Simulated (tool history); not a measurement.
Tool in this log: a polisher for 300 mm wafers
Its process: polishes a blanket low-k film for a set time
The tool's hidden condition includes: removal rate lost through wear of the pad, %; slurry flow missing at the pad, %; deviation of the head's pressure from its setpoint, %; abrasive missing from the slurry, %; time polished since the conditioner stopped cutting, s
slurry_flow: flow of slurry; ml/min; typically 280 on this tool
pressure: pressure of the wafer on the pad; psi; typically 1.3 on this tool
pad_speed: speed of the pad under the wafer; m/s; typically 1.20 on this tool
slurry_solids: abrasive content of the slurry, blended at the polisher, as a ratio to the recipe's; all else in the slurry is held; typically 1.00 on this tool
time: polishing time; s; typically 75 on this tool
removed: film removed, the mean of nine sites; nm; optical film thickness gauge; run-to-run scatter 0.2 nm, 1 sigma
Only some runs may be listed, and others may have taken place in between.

run,hour,slurry_flow,pressure,pad_speed,slurry_solids,time,wafers since the last listed run,wafers polished on this pad,hours since the slurry nozzle was cleaned,hours since the head pressure was calibrated,hours since the slurry blender was calibrated,hours since the conditioning disc was replaced,"incoming thickness of the incoming film, nm",removed
1,0.0,280,1.3,1.20,1.00,75,0,1135,123.6,596.2,132.4,24.0,740.2,29.6
2,13.6,280,1.3,1.20,1.00,75,111,1246,137.2,609.8,146.0,37.6,749.2,30.0
# hour 18.8: worn pad replaced by a new one
3,23.2,280,1.3,1.20,1.00,75,45,36,146.8,619.4,155.6,47.2,750.7,30.0
4,41.0,280,1.0,1.20,1.15,89,145,181,164.6,637.2,173.4,65.0,750.7,31.0
5,52.5,280,1.5,1.20,1.20,75,93,275,176.1,648.7,184.9,76.5,746.2,37.1
6,64.8,250,1.3,1.20,1.00,75,100,376,188.4,661.0,197.2,88.8,762.5,29.4
7,79.6,280,1.3,1.08,0.80,75,120,497,203.2,675.8,212.0,103.6,754.5,23.9
8,86.3,280,1.3,1.20,1.00,84,54,552,209.9,682.5,218.7,110.3,749.5,33.0
# hour 91.0: slurry blender recalibrated
# hour 95.8: head pressure recalibrated
9,101.9,280,1.0,1.02,1.00,75,94,646,225.5,6.1,10.9,125.9,752.3,19.1
10,110.5,280,1.6,1.20,1.00,75,70,717,234.1,14.7,19.5,134.5,753.7,32.4
11,125.6,280,1.3,1.20,1.00,75,123,840,249.2,29.8,34.6,149.6,756.6,26.9
12,135.2,280,1.3,1.20,1.00,75,78,919,258.8,39.4,44.2,159.2,737.0,27.2
13,143.5,280,1.3,1.46,1.25,75,67,986,267.1,47.7,52.5,167.5,745.5,35.0
14,154.0,280,1.1,1.20,1.00,75,85,1072,277.6,58.2,63.0,178.0,752.0,23.9
15,169.8,280,1.3,1.20,1.00,53,129,1201,293.4,74.0,78.8,193.8,764.1,19.4
# hour 186.1: worn pad replaced by a new one
16,186.6,280,1.7,1.20,0.75,51,104,3,310.2,90.8,95.6,210.6,765.1,19.3
17,193.3,280,1.3,0.88,1.00,93,54,58,316.9,97.5,102.3,217.3,757.2,26.5
18,203.3,355,1.3,1.20,1.00,75,81,140,326.9,107.5,112.3,227.3,755.3,28.0
19,215.4,355,1.8,1.20,1.00,75,98,239,339.0,119.6,124.4,239.4,743.7,37.5
20,226.7,280,1.3,1.10,0.90,75,92,331,350.3,130.9,135.7,250.7,757.1,24.1
21,241.0,280,1.3,1.20,1.00,75,116,448,364.6,145.2,150.0,265.0,746.8,27.4
22,269.6,280,1.3,1.20,1.00,75,233,682,393.2,173.8,178.6,293.6,758.0,27.5
23,283.8,280,1.3,1.60,1.00,95,116,798,407.4,188.0,192.8,307.8,737.1,43.7
# hour 289.2: slurry blender recalibrated
24,301.2,280,1.3,1.20,1.00,75,125,924,424.8,205.4,12.0,325.2,755.3,27.7
25,318.1,250,1.6,1.20,0.80,96,138,1062,441.7,222.3,28.9,342.1,737.5,35.8

What if the next run were any one of these 5? Each begins from the tool's condition after run 25:
A,318.6,310,1.3,1.20,1.00,75,4,1066,442.2,222.8,29.4,342.6,758.0,?
B,318.6,350,0.9,0.96,1.00,75,4,1066,442.2,222.8,29.4,342.6,758.0,?
C,318.6,280,1.3,1.20,0.80,83,4,1066,442.2,222.8,29.4,342.6,758.0,?
D,318.6,280,1.0,0.92,0.90,75,4,1066,442.2,222.8,29.4,342.6,758.0,?
E,318.6,280,0.9,1.20,1.20,61,4,1066,442.2,222.8,29.4,342.6,758.0,?

run,removed
A,28.2
B,17.7
C,26.8
D,17.0
E,18.4
Stripped of hidden state, with their random variation kept, the same runs would have yielded:
run,removed
A,28.5
B,17.8
C,27.2
D,17.3
E,18.7
